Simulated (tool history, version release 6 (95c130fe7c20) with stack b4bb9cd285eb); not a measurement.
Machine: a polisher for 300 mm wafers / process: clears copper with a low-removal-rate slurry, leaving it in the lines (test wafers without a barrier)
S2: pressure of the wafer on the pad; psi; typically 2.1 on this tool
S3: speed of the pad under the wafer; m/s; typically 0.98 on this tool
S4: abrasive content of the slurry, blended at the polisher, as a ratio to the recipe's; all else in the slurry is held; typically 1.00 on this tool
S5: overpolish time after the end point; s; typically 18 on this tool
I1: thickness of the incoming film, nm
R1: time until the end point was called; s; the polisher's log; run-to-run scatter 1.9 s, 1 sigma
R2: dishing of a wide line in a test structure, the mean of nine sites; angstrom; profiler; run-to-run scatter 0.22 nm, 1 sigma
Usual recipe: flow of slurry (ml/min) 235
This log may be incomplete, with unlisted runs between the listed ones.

Run 1, hour 0.0: usual settings but S4 0.90; I1 299.1. Result: R1 159.0 s, R2 205 angstrom.
Run 2, hour 35.1: usual settings but S4 0.90; I1 294.0. Result: R1 152.9 s, R2 201 angstrom.
Run 3, hour 93.7: usual settings but S4 0.90; I1 295.9. Result: R1 157.4 s, R2 203 angstrom.
Run 4, hour 119.6: usual settings but S3 0.90 m/s, S5 24 s; I1 296.7. Result: R1 164.5 s, R2 248 angstrom.
At hour 125.0: worn pad replaced by a new one.
Run 5, hour 154.9: usual settings but S3 0.90 m/s, S5 24 s; I1 289.2. Result: R1 164.3 s, R2 250 angstrom.
Run 6, hour 204.0: usual settings; I1 292.5. Result: R1 151.6 s, R2 211 angstrom.
At hour 243.9: head pressure recalibrated.
At hour 249.2: slurry nozzle cleaned.
Run 7, hour 267.3: usual settings; I1 294.9. Result: R1 154.0 s, R2 206 angstrom.
Run 8, hour 311.9: usual settings; I1 294.7. Result: R1 153.6 s, R2 211 angstrom.
At hour 315.0: slurry blender recalibrated.
At hour 338.0: worn pad replaced by a new one.
Run 9, hour 362.2: usual settings but flow of slurry (ml/min) 295, S2 2.7 psi; I1 294.8. Result: R1 118.3 s, R2 266 angstrom.
Run 10, hour 392.1: usual settings; I1 295.6. Result: R1 155.7 s, R2 203 angstrom.
Run 11, hour 457.5: usual settings; I1 295.3. Result: R1 153.4 s, R2 207 angstrom.
Run 12, hour 510.5: usual settings but flow of slurry (ml/min) 195, S5 21 s; I1 293.3. Result: R1 153.5 s, R2 236 angstrom.
At hour 527.2: slurry nozzle cleaned.
At hour 527.3: worn pad replaced by a new one.
Run 13, hour 566.9: usual settings but flow of slurry (ml/min) 200, S3 0.80 m/s; I1 294.7. Result: R1 191.9 s, R2 169 angstrom.
Run 14, hour 632.2: usual settings but S2 2.4 psi, S4 1.15; I1 293.0. Result: R1 128.2 s, R2 239 angstrom.
Run 15, hour 685.5: usual settings; I1 292.7. Result: R1 154.6 s, R2 204 angstrom.
At hour 732.2: worn pad replaced by a new one.
At hour 733.7: slurry blender recalibrated.
Run 16, hour 752.0: usual settings but flow of slurry (ml/min) 305, S3 0.66 m/s, S4 0.70, S5 29 s; I1 297.4. Result: R1 233.1 s, R2 212 angstrom.
Run 17, hour 793.1: usual settings but S3 0.76 m/s, S4 1.25, S5 14 s; I1 294.8. Result: R1 186.5 s, R2 133 angstrom.

Below are 3 alternative next runs, each starting from the tool's condition after run 17. Predict each:
Run A, hour 793.6: usual settings but S3 1.12 m/s; I1 291.9. Result: R1 ?, R2 ?.
Run B, hour 793.6: usual settings but S2 2.3 psi, S4 0.85, S5 7 s; I1 291.9. Result: R1 ?, R2 ?.
Run C, hour 793.6: usual settings but flow of slurry (ml/min) 200, S2 1.8 psi, S4 0.85; I1 291.9. Result: R1 ?, R2 ?.

run     R1   R2
  A  133.2  231
  B  143.6   90
  C  185.6  170
The same runs, with their run-to-run variation unchanged, on a tool lacking any hidden condition would have given:
run     R1   R2
  A  133.2  231
  B  143.6   90
  C  185.6  170

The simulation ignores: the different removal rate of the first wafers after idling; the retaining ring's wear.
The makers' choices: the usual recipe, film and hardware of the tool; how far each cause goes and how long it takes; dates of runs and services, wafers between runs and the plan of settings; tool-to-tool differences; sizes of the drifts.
